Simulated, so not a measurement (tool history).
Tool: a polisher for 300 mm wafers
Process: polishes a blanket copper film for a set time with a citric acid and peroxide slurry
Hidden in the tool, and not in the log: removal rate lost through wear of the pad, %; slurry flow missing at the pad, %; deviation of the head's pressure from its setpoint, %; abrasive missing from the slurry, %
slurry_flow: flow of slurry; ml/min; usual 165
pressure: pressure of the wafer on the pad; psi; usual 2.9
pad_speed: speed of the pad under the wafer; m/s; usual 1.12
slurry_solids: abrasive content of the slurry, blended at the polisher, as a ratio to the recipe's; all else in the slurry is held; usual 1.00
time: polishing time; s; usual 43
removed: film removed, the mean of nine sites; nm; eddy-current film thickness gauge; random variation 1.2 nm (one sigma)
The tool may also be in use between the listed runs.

run	hour	slurry_flow	pressure	pad_speed	slurry_solids	time	wafers since the last listed run	wafers polished on this pad	hours since the slurry nozzle was cleaned	hours since the head pressure was calibrated	hours since the slurry blender was calibrated	incoming thickness of the incoming film, nm	removed
1	0.0	135	2.9	1.28	1.00	43	0	1684	414.9	433.3	582.5	857.8	90.4
2	49.5	135	2.9	1.28	1.00	43	444	2128	464.4	482.8	632.0	850.6	89.3
3	122.3	135	2.9	1.28	1.00	43	654	2783	537.2	555.6	704.8	841.5	88.9
# hour 133.3: slurry blender recalibrated
4	189.0	165	2.9	0.96	1.00	43	581	3364	603.9	622.3	55.7	860.6	67.2
5	232.9	165	2.9	0.96	1.00	43	394	3758	647.8	666.2	99.6	832.3	66.4
# hour 257.4: slurry nozzle cleaned
6	313.3	165	2.9	1.12	1.00	43	713	4472	55.9	746.6	180.0	868.6	75.9
7	352.2	165	2.9	1.12	1.00	43	349	4822	94.8	785.5	218.9	850.2	77.7
# hour 374.7: head pressure recalibrated
# hour 394.3: worn pad replaced by a new one
8	561.4	190	2.9	1.12	1.00	43	1825	1501	304.0	186.7	428.1	854.6	77.3
9	643.5	165	2.9	1.48	1.00	43	737	2239	386.1	268.8	510.2	846.1	99.3
# hour 653.7: slurry blender recalibrated, repeated, since the last time left the tool worse
10	687.1	165	2.9	1.12	1.00	43	373	2612	429.7	312.4	33.4	864.6	81.5
11	751.3	165	2.9	1.12	1.00	43	576	3189	493.9	376.6	97.6	865.8	81.5
12	836.7	165	2.9	1.12	1.00	43	767	3957	579.3	462.0	183.0	868.5	81.1
13	881.9	165	2.9	1.12	1.00	43	406	4363	624.5	507.2	228.2	839.4	82.7
# hour 915.4: slurry nozzle cleaned
14	924.9	165	2.9	1.12	0.90	48	377	4740	9.5	550.2	271.2	850.6	87.9
15	998.2	165	2.0	1.12	0.85	43	658	5399	82.8	623.5	344.5	851.3	54.3
# hour 1049.0: worn pad replaced by a new one
16	1105.4	165	2.9	0.92	1.00	43	927	507	190.0	730.7	451.7	847.9	66.7
17	1204.0	195	2.9	1.24	1.00	39	885	1393	288.6	829.3	550.3	855.8	82.2
# hour 1241.5: head pressure recalibrated
18	1242.0	140	2.6	0.94	1.00	36	323	1716	326.6	0.5	588.3	831.6	50.0
19	1298.8	165	2.9	1.12	1.15	43	510	2227	383.4	57.3	645.1	849.2	81.6
# hour 1385.5: slurry blender recalibrated
20	1393.5	215	2.6	0.90	0.80	43	832	3060	478.1	152.0	8.0	848.5	59.8
21	1481.3	165	3.7	1.12	1.00	43	788	3849	565.9	239.8	95.8	841.9	105.1
22	1550.7	165	2.1	0.90	0.70	58	623	4472	635.3	309.2	165.2	851.8	62.0
23	1600.4	165	2.9	0.96	1.00	43	446	4919	685.0	358.9	214.9	859.8	70.2
# hour 1636.2: slurry nozzle cleaned
# hour 1663.7: worn pad replaced by a new one
24	1664.2	200	2.9	0.90	1.00	33	528	4	28.0	422.7	278.7	838.2	52.0
25	1946.2	165	3.2	1.12	1.15	52	2533	2538	310.0	704.7	560.7	852.0	110.3
26	2023.1	130	3.8	1.26	1.00	43	691	3229	386.9	781.6	637.6	848.4	111.1
# hour 2076.3: head pressure recalibrated
27	2108.1	165	2.9	1.12	1.00	43	745	3975	471.9	31.8	722.6	857.2	81.5
# hour 2124.4: slurry blender recalibrated
28	2196.6	135	2.9	1.28	1.00	43	777	4752	560.4	120.3	72.2	847.2	91.9
29	2270.6	185	3.3	1.12	0.90	53	664	5417	634.4	194.3	146.2	842.7	116.2

Run 30 comes next. What will it give?
# hour 2327.4: slurry nozzle cleaned
30	2328.6	165	2.9	1.12	0.90	43	512	5929	1.2	252.3	204.2	861.9	?

Run 30 gave removed 80.6 nm.
Without the tool's hidden state the same run would have given removed 82.0 nm.

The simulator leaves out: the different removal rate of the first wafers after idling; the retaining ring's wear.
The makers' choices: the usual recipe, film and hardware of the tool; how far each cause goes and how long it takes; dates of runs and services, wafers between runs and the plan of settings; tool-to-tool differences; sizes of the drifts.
